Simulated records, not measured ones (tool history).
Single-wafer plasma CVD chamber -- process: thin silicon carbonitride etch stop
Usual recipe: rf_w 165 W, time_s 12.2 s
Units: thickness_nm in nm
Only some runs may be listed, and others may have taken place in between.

run	hour	rf_w	time_s	read-back reference wafer on the same gauge, thickness_nm	thickness_nm
1	0	165	11	6.289	5.918
# hour 9.3: RF generator calibrated
2	71.7	165	11	6.283	6.121
# hour 176.4: thermocouple changed; heater temperature recalibrated
3	223.5	165	12.2	6.285	6.787
4	253.9	165	12.2	6.288	6.721
5	319.6	165	12.2	6.279	6.68
6	354.5	165	12.2	6.29	6.749
7	407.7	165	12.2	6.288	6.692
8	469.9	165	12.2	6.286	6.732
9	539.8	165	12.2	6.281	6.664
10	566.1	165	12.2	6.277	6.669
# hour 573.9: gauge calibrated
11	632	165	12.2	6.294	6.664
12	665.8	165	11.4	6.287	6.224
13	720.1	165	11.4	6.273	6.244
14	763.6	165	11.3	6.287	6.164
15	822	165	11.3	6.283	6.183
16	883.1	165	11.3	6.294	6.18
# hour 927.1: showerhead replaced, of another model than before
17	932.9	165	11.3	6.286	6.103
18	991.3	165	12.2	6.273	6.605
19	1021.3	140	11.2	6.283	5.644
# hour 1054: thermocouple changed; heater temperature recalibrated
20	1055	135	11.4	6.287	5.662
21	1109.4	165	12.2	6.266	6.596
22	1170.5	165	12.2	6.274	6.554
23	1233.6	140	12.2	6.294	6.071
# hour 1281.4: RF generator calibrated
24	1297.1	190	13	6.269	7.631
25	1367.4	165	11.5	6.283	6.346
26	1420.3	175	10.4	6.269	5.891
27	1456.6	165	13.5	6.275	7.404
28	1493.7	140	12.8	6.277	6.485
29	1534.7	140	13.9	6.287	7.176
30	1568	145	13.8	6.278	7.217
31	1634.9	135	10.3	6.291	5.145
32	1692.9	195	13.5	6.279	7.957

Results per run with the tool's hidden condition removed, run-to-run variation unchanged:
The hidden state here: wafer temperature above the value expected at the setpoint (K); delivered RF power above the setpoint (%); gauge reads high (%).
run	thickness_nm
1	6.147
2	6.152
3	6.844
4	6.782
5	6.749
6	6.825
7	6.774
8	6.824
9	6.766
10	6.775
11	6.78
12	6.336
13	6.364
14	6.289
15	6.317
16	6.322
17	6.299
18	6.83
19	5.841
20	5.866
21	6.845
22	6.814
23	6.324
24	7.661
25	6.384
26	5.934
27	7.466
28	6.546
29	7.252
30	7.301
31	5.214
32	8.078
